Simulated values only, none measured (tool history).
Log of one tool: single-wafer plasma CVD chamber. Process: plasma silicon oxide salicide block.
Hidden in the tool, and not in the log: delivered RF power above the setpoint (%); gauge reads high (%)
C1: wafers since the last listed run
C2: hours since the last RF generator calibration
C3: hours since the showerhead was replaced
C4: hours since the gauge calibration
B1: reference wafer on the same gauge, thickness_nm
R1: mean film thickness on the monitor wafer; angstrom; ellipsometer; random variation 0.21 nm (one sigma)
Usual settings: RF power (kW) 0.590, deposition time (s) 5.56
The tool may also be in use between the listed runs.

Run 1, hour 0.0: usual settings but RF power (kW) 0.635; C1 0; C2 1340.6; C3 2295.8; C4 1010.6; B1 60.291. Result: R1 594.06 angstrom.
Run 2, hour 133.6: usual settings but RF power (kW) 0.635; C1 3658; C2 1474.2; C3 2429.4; C4 1144.2; B1 60.403. Result: R1 592.04 angstrom.
Run 3, hour 176.6: usual settings but deposition time (s) 6.37; C1 1177; C2 1517.2; C3 2472.4; C4 1187.2; B1 60.309. Result: R1 664.15 angstrom.
Run 4, hour 215.0: usual settings but deposition time (s) 6.37; C1 1051; C2 1555.6; C3 2510.8; C4 1225.6; B1 60.290. Result: R1 663.37 angstrom.
Run 5, hour 259.7: usual settings but deposition time (s) 6.37; C1 1224; C2 1600.3; C3 2555.5; C4 1270.3; B1 60.276. Result: R1 664.69 angstrom.
Run 6, hour 319.7: usual settings but deposition time (s) 4.87; C1 1643; C2 1660.3; C3 2615.5; C4 1330.3; B1 60.267. Result: R1 506.89 angstrom.
Run 7, hour 388.1: usual settings but deposition time (s) 4.87; C1 1873; C2 1728.7; C3 2683.9; C4 1398.7; B1 60.329. Result: R1 507.58 angstrom.
Run 8, hour 424.5: usual settings but deposition time (s) 4.87; C1 996; C2 1765.1; C3 2720.3; C4 1435.1; B1 60.243. Result: R1 507.89 angstrom.
Run 9, hour 458.5: usual settings; C1 931; C2 1799.1; C3 2754.3; C4 1469.1; B1 60.320. Result: R1 583.09 angstrom.
Run 10, hour 500.7: usual settings but deposition time (s) 6.27; C1 1155; C2 1841.3; C3 2796.5; C4 1511.3; B1 60.301. Result: R1 656.44 angstrom.
Run 11, hour 526.8: usual settings but deposition time (s) 6.27; C1 714; C2 1867.4; C3 2822.6; C4 1537.4; B1 60.339. Result: R1 654.35 angstrom.
Run 12, hour 567.9: usual settings but deposition time (s) 5.04; C1 1125; C2 1908.5; C3 2863.7; C4 1578.5; B1 60.264. Result: R1 528.35 angstrom.
Run 13, hour 625.5: usual settings but deposition time (s) 5.04; C1 1577; C2 1966.1; C3 2921.3; C4 1636.1; B1 60.289. Result: R1 523.92 angstrom.
Run 14, hour 737.0: usual settings but deposition time (s) 5.04; C1 3053; C2 2077.6; C3 3032.8; C4 1747.6; B1 60.351. Result: R1 523.31 angstrom.
Run 15, hour 779.2: usual settings; C1 1155; C2 2119.8; C3 3075.0; C4 1789.8; B1 60.319. Result: R1 579.52 angstrom.
Run 16, hour 841.4: usual settings; C1 1703; C2 2182.0; C3 3137.2; C4 1852.0; B1 60.253. Result: R1 578.20 angstrom.
Run 17, hour 920.0: usual settings but RF power (kW) 0.505; C1 2152; C2 2260.6; C3 3215.8; C4 1930.6; B1 60.354. Result: R1 556.23 angstrom.
At hour 948.7: showerhead replaced.
Run 18, hour 978.2: usual settings but RF power (kW) 0.505; C1 1374; C2 2318.8; C3 29.5; C4 1988.8; B1 60.197. Result: R1 553.48 angstrom.
Run 19, hour 1046.8: usual settings but RF power (kW) 0.505; C1 1878; C2 2387.4; C3 98.1; C4 2057.4; B1 60.288. Result: R1 554.11 angstrom.
Run 20, hour 1115.9: usual settings but RF power (kW) 0.535; C1 1892; C2 2456.5; C3 167.2; C4 2126.5; B1 60.249. Result: R1 564.79 angstrom.
Run 21, hour 1177.5: usual settings but RF power (kW) 0.535; C1 1686; C2 2518.1; C3 228.8; C4 2188.1; B1 60.271. Result: R1 561.30 angstrom.
At hour 1198.1: RF generator calibrated.
Run 22, hour 1205.3: usual settings but RF power (kW) 0.495, deposition time (s) 5.06; C1 542; C2 7.2; C3 256.6; C4 2215.9; B1 60.289. Result: R1 512.42 angstrom.
Run 23, hour 1277.2: usual settings but deposition time (s) 4.63; C1 1969; C2 79.1; C3 328.5; C4 2287.8; B1 60.347. Result: R1 491.85 angstrom.
Run 24, hour 1326.5: usual settings but RF power (kW) 0.625, deposition time (s) 6.35; C1 1350; C2 128.4; C3 377.8; C4 2337.1; B1 60.278. Result: R1 684.90 angstrom.
At hour 1342.1: gauge calibrated.
Run 25, hour 1394.3: usual settings but RF power (kW) 0.550, deposition time (s) 5.21; C1 1856; C2 196.2; C3 445.6; C4 52.2; B1 60.346. Result: R1 542.10 angstrom.
Run 26, hour 1442.2: usual settings but RF power (kW) 0.645, deposition time (s) 4.69; C1 1311; C2 244.1; C3 493.5; C4 100.1; B1 60.272. Result: R1 507.79 angstrom.
Run 27, hour 1500.1: usual settings but deposition time (s) 6.35; C1 1585; C2 302.0; C3 551.4; C4 158.0; B1 60.226. Result: R1 671.13 angstrom.
Run 28, hour 1561.6: usual settings but RF power (kW) 0.690, deposition time (s) 4.83; C1 1684; C2 363.5; C3 612.9; C4 219.5; B1 60.263. Result: R1 531.85 angstrom.
Run 29, hour 1598.8: usual settings but RF power (kW) 0.665, deposition time (s) 6.18; C1 1018; C2 400.7; C3 650.1; C4 256.7; B1 60.337. Result: R1 674.22 angstrom.
Run 30, hour 1647.3: usual settings but deposition time (s) 5.21; C1 1328; C2 449.2; C3 698.6; C4 305.2; B1 60.348. Result: R1 551.11 angstrom.
Run 31, hour 1675.1: usual settings but RF power (kW) 0.480; C1 761; C2 477.0; C3 726.4; C4 333.0; B1 60.395. Result: R1 553.64 angstrom.
Run 32, hour 1730.7: usual settings; C1 1522; C2 532.6; C3 782.0; C4 388.6; B1 60.355. Result: R1 589.31 angstrom.
Run 33, hour 1776.6: usual settings; C1 1257; C2 578.5; C3 827.9; C4 434.5; B1 60.271. Result: R1 585.20 angstrom.
Run 34, hour 1804.5: usual settings but RF power (kW) 0.690, deposition time (s) 4.83; C1 764; C2 606.4; C3 855.8; C4 462.4; B1 60.298. Result: R1 536.61 angstrom.
Run 35, hour 1828.6: usual settings but RF power (kW) 0.680, deposition time (s) 4.45; C1 660; C2 630.5; C3 879.9; C4 486.5; B1 60.361. Result: R1 483.60 angstrom.
Run 36, hour 1870.8: usual settings but RF power (kW) 0.475; C1 1155; C2 672.7; C3 922.1; C4 528.7; B1 60.304. Result: R1 550.58 angstrom.
Run 37, hour 1932.6: usual settings but RF power (kW) 0.625; C1 1692; C2 734.5; C3 983.9; C4 590.5; B1 60.268. Result: R1 599.14 angstrom.
Run 38, hour 1993.4: usual settings but RF power (kW) 0.685; C1 1665; C2 795.3; C3 1044.7; C4 651.3; B1 60.325. Result: R1 611.46 angstrom.
Run 39, hour 2043.6: usual settings but RF power (kW) 0.640, deposition time (s) 5.88; C1 1374; C2 845.5; C3 1094.9; C4 701.5; B1 60.309. Result: R1 628.75 angstrom.
Run 40, hour 2113.2: usual settings; C1 1906; C2 915.1; C3 1164.5; C4 771.1; B1 60.284. Result: R1 585.55 angstrom.
Run 41, hour 2173.7: usual settings but deposition time (s) 6.16; C1 1656; C2 975.6; C3 1225.0; C4 831.6; B1 60.316. Result: R1 642.13 angstrom.
Run 42, hour 2203.1: usual settings but RF power (kW) 0.640; C1 805; C2 1005.0; C3 1254.4; C4 861.0; B1 60.329. Result: R1 597.18 angstrom.
Run 43, hour 2228.4: usual settings but RF power (kW) 0.640, deposition time (s) 5.91; C1 692; C2 1030.3; C3 1279.7; C4 886.3; B1 60.254. Result: R1 638.81 angstrom.

How the hidden state differs across the entries between the runs, from the last listed run before each to the first after it:
Between runs 17 and 18: showerhead replaced (hour 948.7)
  delivered RF power above the setpoint (%): -8.04 -> -8.07
  measured less the result without the state, R1: -13.64 -> -13.64 angstrom
Between runs 21 and 22: RF generator calibrated (hour 1198.1)
  delivered RF power above the setpoint (%): -8.18 -> -0.252
  measured less the result without the state, R1: -14.03 -> -0.37 angstrom
Between runs 24 and 25: gauge calibrated (hour 1342.1)
  delivered RF power above the setpoint (%): -1.4 -> -1.97
  measured less the result without the state, R1: -2.80 -> -3.13 angstrom
